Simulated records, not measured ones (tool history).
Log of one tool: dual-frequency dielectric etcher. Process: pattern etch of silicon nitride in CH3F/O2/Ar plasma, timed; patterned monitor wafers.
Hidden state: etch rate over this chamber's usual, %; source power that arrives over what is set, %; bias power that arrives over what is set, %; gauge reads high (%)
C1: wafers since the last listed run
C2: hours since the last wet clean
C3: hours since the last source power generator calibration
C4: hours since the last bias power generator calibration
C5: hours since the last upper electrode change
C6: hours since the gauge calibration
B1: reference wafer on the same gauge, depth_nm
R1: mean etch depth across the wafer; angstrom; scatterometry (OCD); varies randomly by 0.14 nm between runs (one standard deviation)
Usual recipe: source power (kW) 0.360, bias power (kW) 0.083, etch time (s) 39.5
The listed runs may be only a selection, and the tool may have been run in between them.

run 1 hour=0.0 | source_power_(kW)=0.310 bias_power_(kW)=0.083 etch_time_(s)=39.5 | C1=0 C2=218.3 C3=1833.8 C4=2159.7 C5=4593.3 C6=398.3 | B1=32.28 | R1=255.4
run 2 hour=33.7 | source_power_(kW)=0.360 bias_power_(kW)=0.083 etch_time_(s)=39.5 | C1=533 C2=252.0 C3=1867.5 C4=2193.4 C5=4627.0 C6=432.0 | B1=32.31 | R1=268.9
run 3 hour=53.2 | source_power_(kW)=0.360 bias_power_(kW)=0.083 etch_time_(s)=39.5 | C1=308 C2=271.5 C3=1887.0 C4=2212.9 C5=4646.5 C6=451.5 | B1=32.29 | R1=269.5
-- hour=73.9 source power generator calibrated
run 4 hour=74.4 | source_power_(kW)=0.360 bias_power_(kW)=0.083 etch_time_(s)=39.5 | C1=272 C2=292.7 C3=0.5 C4=2234.1 C5=4667.7 C6=472.7 | B1=32.34 | R1=269.1
run 5 hour=90.4 | source_power_(kW)=0.360 bias_power_(kW)=0.083 etch_time_(s)=39.5 | C1=253 C2=308.7 C3=16.5 C4=2250.1 C5=4683.7 C6=488.7 | B1=32.29 | R1=268.0
run 6 hour=120.7 | source_power_(kW)=0.360 bias_power_(kW)=0.083 etch_time_(s)=42.5 | C1=479 C2=339.0 C3=46.8 C4=2280.4 C5=4714.0 C6=519.0 | B1=32.32 | R1=290.7
run 7 hour=154.1 | source_power_(kW)=0.360 bias_power_(kW)=0.083 etch_time_(s)=42.5 | C1=528 C2=372.4 C3=80.2 C4=2313.8 C5=4747.4 C6=552.4 | B1=32.29 | R1=286.2
run 8 hour=178.0 | source_power_(kW)=0.390 bias_power_(kW)=0.083 etch_time_(s)=39.5 | C1=378 C2=396.3 C3=104.1 C4=2337.7 C5=4771.3 C6=576.3 | B1=32.28 | R1=277.6
run 9 hour=191.5 | source_power_(kW)=0.390 bias_power_(kW)=0.083 etch_time_(s)=39.5 | C1=213 C2=409.8 C3=117.6 C4=2351.2 C5=4784.8 C6=589.8 | B1=32.29 | R1=278.0
run 10 hour=209.4 | source_power_(kW)=0.390 bias_power_(kW)=0.083 etch_time_(s)=39.5 | C1=283 C2=427.7 C3=135.5 C4=2369.1 C5=4802.7 C6=607.7 | B1=32.29 | R1=275.0
run 11 hour=234.8 | source_power_(kW)=0.360 bias_power_(kW)=0.083 etch_time_(s)=33.0 | C1=401 C2=453.1 C3=160.9 C4=2394.5 C5=4828.1 C6=633.1 | B1=32.27 | R1=223.8
-- hour=271.7 wet clean of the chamber
run 12 hour=272.2 | source_power_(kW)=0.360 bias_power_(kW)=0.083 etch_time_(s)=39.5 | C1=211 C2=0.5 C3=198.3 C4=2431.9 C5=4865.5 C6=670.5 | B1=32.30 | R1=271.8
run 13 hour=272.6 | source_power_(kW)=0.360 bias_power_(kW)=0.098 etch_time_(s)=33.0 | C1=6 C2=0.9 C3=198.7 C4=2432.3 C5=4865.9 C6=670.9 | B1=32.28 | R1=249.1
run 14 hour=291.2 | source_power_(kW)=0.430 bias_power_(kW)=0.070 etch_time_(s)=39.5 | C1=294 C2=19.5 C3=217.3 C4=2450.9 C5=4884.5 C6=689.5 | B1=32.30 | R1=264.8
-- hour=324.4 upper electrode replaced
run 15 hour=324.9 | source_power_(kW)=0.360 bias_power_(kW)=0.083 etch_time_(s)=44.5 | C1=153 C2=53.2 C3=251.0 C4=2484.6 C5=0.5 C6=723.2 | B1=32.28 | R1=308.7
run 16 hour=325.2 | source_power_(kW)=0.360 bias_power_(kW)=0.083 etch_time_(s)=33.5 | C1=4 C2=53.5 C3=251.3 C4=2484.9 C5=0.8 C6=723.5 | B1=32.31 | R1=230.5
run 17 hour=348.6 | source_power_(kW)=0.360 bias_power_(kW)=0.074 etch_time_(s)=47.5 | C1=370 C2=76.9 C3=274.7 C4=2508.3 C5=24.2 C6=746.9 | B1=32.31 | R1=306.6
-- hour=352.7 bias power generator calibrated
run 18 hour=361.5 | source_power_(kW)=0.360 bias_power_(kW)=0.083 etch_time_(s)=39.5 | C1=140 C2=89.8 C3=287.6 C4=8.8 C5=37.1 C6=759.8 | B1=32.30 | R1=272.0
run 19 hour=376.1 | source_power_(kW)=0.420 bias_power_(kW)=0.090 etch_time_(s)=39.5 | C1=230 C2=104.4 C3=302.2 C4=23.4 C5=51.7 C6=774.4 | B1=32.28 | R1=302.4
run 20 hour=390.5 | source_power_(kW)=0.360 bias_power_(kW)=0.083 etch_time_(s)=39.5 | C1=227 C2=118.8 C3=316.6 C4=37.8 C5=66.1 C6=788.8 | B1=32.33 | R1=271.5
-- hour=419.2 gauge calibrated
run 21 hour=424.0 | source_power_(kW)=0.280 bias_power_(kW)=0.099 etch_time_(s)=44.0 | C1=529 C2=152.3 C3=350.1 C4=71.3 C5=99.6 C6=4.8 | B1=32.32 | R1=301.1
run 22 hour=448.4 | source_power_(kW)=0.360 bias_power_(kW)=0.095 etch_time_(s)=39.5 | C1=386 C2=176.7 C3=374.5 C4=95.7 C5=124.0 C6=29.2 | B1=32.30 | R1=295.0
run 23 hour=466.0 | source_power_(kW)=0.360 bias_power_(kW)=0.083 etch_time_(s)=39.5 | C1=278 C2=194.3 C3=392.1 C4=113.3 C5=141.6 C6=46.8 | B1=32.31 | R1=272.8
run 24 hour=479.0 | source_power_(kW)=0.360 bias_power_(kW)=0.096 etch_time_(s)=32.5 | C1=205 C2=207.3 C3=405.1 C4=126.3 C5=154.6 C6=59.8 | B1=32.29 | R1=242.0
run 25 hour=513.1 | source_power_(kW)=0.390 bias_power_(kW)=0.068 etch_time_(s)=49.0 | C1=539 C2=241.4 C3=439.2 C4=160.4 C5=188.7 C6=93.9 | B1=32.29 | R1=309.0
run 26 hour=539.9 | source_power_(kW)=0.440 bias_power_(kW)=0.093 etch_time_(s)=39.5 | C1=423 C2=268.2 C3=466.0 C4=187.2 C5=215.5 C6=120.7 | B1=32.27 | R1=310.8
run 27 hour=556.1 | source_power_(kW)=0.320 bias_power_(kW)=0.083 etch_time_(s)=39.5 | C1=256 C2=284.4 C3=482.2 C4=203.4 C5=231.7 C6=136.9 | B1=32.29 | R1=256.3
run 28 hour=573.9 | source_power_(kW)=0.360 bias_power_(kW)=0.083 etch_time_(s)=49.5 | C1=281 C2=302.2 C3=500.0 C4=221.2 C5=249.5 C6=154.7 | B1=32.29 | R1=336.4
run 29 hour=593.0 | source_power_(kW)=0.380 bias_power_(kW)=0.091 etch_time_(s)=34.0 | C1=302 C2=321.3 C3=519.1 C4=240.3 C5=268.6 C6=173.8 | B1=32.30 | R1=246.7

Here are 5 independent what-if runs from the current tool condition. What would each one return?
run A hour=593.4 | source_power_(kW)=0.360 bias_power_(kW)=0.083 etch_time_(s)=39.5 | C1=6 C2=321.7 C3=519.5 C4=240.7 C5=269.0 C6=174.2 | B1=? | R1=?
run B hour=593.4 | source_power_(kW)=0.340 bias_power_(kW)=0.062 etch_time_(s)=39.5 | C1=6 C2=321.7 C3=519.5 C4=240.7 C5=269.0 C6=174.2 | B1=? | R1=?
run C hour=593.4 | source_power_(kW)=0.430 bias_power_(kW)=0.074 etch_time_(s)=45.0 | C1=6 C2=321.7 C3=519.5 C4=240.7 C5=269.0 C6=174.2 | B1=? | R1=?
run D hour=593.4 | source_power_(kW)=0.360 bias_power_(kW)=0.073 etch_time_(s)=49.0 | C1=6 C2=321.7 C3=519.5 C4=240.7 C5=269.0 C6=174.2 | B1=? | R1=?
run E hour=593.4 | source_power_(kW)=0.360 bias_power_(kW)=0.083 etch_time_(s)=32.5 | C1=6 C2=321.7 C3=519.5 C4=240.7 C5=269.0 C6=174.2 | B1=? | R1=?

run=A B1=32.32 R1=271.9
run=B B1=32.32 R1=223.3
run=C B1=32.32 R1=311.4
run=D B1=32.32 R1=313.2
run=E B1=32.32 R1=223.7
With no hidden state in the tool, these same runs would have given:
run=A R1=276.3
run=B R1=227.0
run=C R1=316.5
run=D R1=318.3
run=E R1=227.4
